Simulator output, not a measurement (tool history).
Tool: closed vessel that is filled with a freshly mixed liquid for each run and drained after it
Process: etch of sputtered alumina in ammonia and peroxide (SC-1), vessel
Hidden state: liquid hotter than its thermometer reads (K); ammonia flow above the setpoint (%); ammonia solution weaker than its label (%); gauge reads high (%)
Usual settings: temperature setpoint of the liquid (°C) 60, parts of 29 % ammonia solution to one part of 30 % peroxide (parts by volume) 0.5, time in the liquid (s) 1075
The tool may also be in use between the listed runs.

run    hour  temperature setpoint of the liquid (°C)  parts of 29 % ammonia solution to one part of 30 % peroxide (parts by volume)  time in the liquid (s)  wafers since the last listed run  hours since the thermometer was replaced  hours since the ammonia flow meter was replaced  hours since the drum of ammonia solution was connected  hours since the gauge calibration  read-back film thickness of the sputtered alumina reference wafer, read on the same gauge (nm)  thickness taken off the sputtered alumina on a monitor wafer (Å)
  1       0                                       60                                                                            0.5                    1075                                 0                                    1234.2                                            494.8                                                   207.9                              475.8                                                                                          109.99                                                             658.1
  2    64.6                                     66.5                                                                            0.5                    1075                              3342                                    1298.8                                            559.4                                                   272.5                              540.4                                                                                             110                                                             908.5
  3   115.7                                     66.5                                                                            0.5                    1075                              2644                                    1349.9                                            610.5                                                   323.6                              591.5                                                                                             110                                                               904
  4   156.2                                     66.5                                                                            0.5                    1075                              2095                                    1390.4                                              651                                                   364.1                                632                                                                                             110                                                             908.7
      207.2  -- new drum of ammonia solution connected
  5   221.5                                     57.5                                                                            0.5                    1075                              3327                                    1455.7                                            716.3                                                    14.3                              697.3                                                                                             110                                                             576.1
  6   256.5                                       60                                                                            0.5                    1075                              1811                                    1490.7                                            751.3                                                    49.3                              732.3                                                                                          110.02                                                             656.1
  7   282.9                                       60                                                                            0.5                    1075                              1366                                    1517.1                                            777.7                                                    75.7                              758.7                                                                                          110.01                                                             662.1
  8   323.4                                       60                                                                            0.5                    1075                              2095                                    1557.6                                            818.2                                                   116.2                              799.2                                                                                             110                                                             660.4
      374.2  -- thermometer replaced
  9   386.3                                       60                                                                            0.5                    1075                              3203                                      12.1                                            881.1                                                   179.1                              862.1                                                                                          110.01                                                             655.4
 10   453.1                                     67.5                                                                            0.5                    1075                              3456                                      78.9                                            947.9                                                   245.9                              928.9                                                                                          109.99                                                             957.8
      484.2  -- gauge calibrated
 11   491.5                                       67                                                                            0.6                    1075                              1987                                     117.3                                            986.3                                                   284.3                                7.3                                                                                          109.99                                                             961.9
 12   543.2                                       67                                                                            0.6                    1075                              2675                                       169                                             1038                                                     336                                 59                                                                                          110.01                                                             947.2
 13   581.8                                       60                                                                            0.5                    1075                              1997                                     207.6                                           1076.6                                                   374.6                               97.6                                                                                          109.99                                                             657.3
 14   626.4                                       51                                                                            0.5                     775                              2307                                     252.2                                           1121.2                                                   419.2                              142.2                                                                                             110                                                             294.5
      669.1  -- new drum of ammonia solution connected
 15   690.1                                     63.5                                                                            0.6                    1440                              3244                                     315.9                                           1184.9                                                      21                              205.9                                                                                          110.01                                                            1070.9
 16   725.6                                       60                                                                            0.5                    1075                              1837                                     351.4                                           1220.4                                                    56.5                              241.4                                                                                             110                                                             658.8
      753.3  -- ammonia flow meter replaced
 17   756.7                                       60                                                                            0.5                    1075                              1557                                     382.5                                              3.4                                                    87.6                              272.5                                                                                          109.99                                                             658.4
 18   781.4                                       53                                                                            0.5                    1075                              1278                                     407.2                                             28.1                                                   112.3                              297.2                                                                                             110                                                             454.4
 19   845.9                                     64.5                                                                           0.55                    1670                              3337                                     471.7                                             92.6                                                   176.8                              361.7                                                                                          110.01                                                            1297.7
 20   899.8                                       60                                                                            0.5                    1075                              2789                                     525.6                                            146.5                                                   230.7                              415.6                                                                                          109.97                                                             659.2
 21   970.5                                       60                                                                            0.4                     650                              3658                                     596.3                                            217.2                                                   301.4                              486.3                                                                                             110                                                             394.3
 22  1007.8                                       68                                                                            0.5                    1075                              1930                                     633.6                                            254.5                                                   338.7                              523.6                                                                                          110.01                                                             976.8
 23  1071.4                                       66                                                                            0.4                     780                              3291                                     697.2                                            318.1                                                   402.3                              587.2                                                                                          110.01                                                             633.9
     1078.7  -- new drum of ammonia solution connected
 24  1105.4                                       60                                                                            0.5                     565                              1707                                     731.2                                            352.1                                                    26.7                              621.2                                                                                          109.99                                                             345.4

Forecast each of these 4 alternatives for the next run:
  A  1106.3                                       60                                                                            0.5                    1075                                46                                     732.1                                              353                                                    27.6                              622.1                                                                                               ?                                                                 ?
  B  1106.3                                       60                                                                            0.3                    1075                                46                                     732.1                                              353                                                    27.6                              622.1                                                                                               ?                                                                 ?
  C  1106.3                                     51.5                                                                           0.55                    1075                                46                                     732.1                                              353                                                    27.6                              622.1                                                                                               ?                                                                 ?
  D  1106.3                                       60                                                                            0.5                    1540                                46                                     732.1                                              353                                                    27.6                              622.1                                                                                               ?                                                                 ?

run  read-back film thickness of the sputtered alumina reference wafer, read on the same gauge (nm)  thickness taken off the sputtered alumina on a monitor wafer (Å)
  A                                                                                             110                                                             653.4
  B                                                                                             110                                                             622.6
  C                                                                                             110                                                             420.8
  D                                                                                             110                                                             936.1
Without the tool's hidden state the same runs would have given:
run  thickness taken off the sputtered alumina on a monitor wafer (Å)
  A                                                             653.4
  B                                                             622.6
  C                                                             420.8
  D                                                             936.1

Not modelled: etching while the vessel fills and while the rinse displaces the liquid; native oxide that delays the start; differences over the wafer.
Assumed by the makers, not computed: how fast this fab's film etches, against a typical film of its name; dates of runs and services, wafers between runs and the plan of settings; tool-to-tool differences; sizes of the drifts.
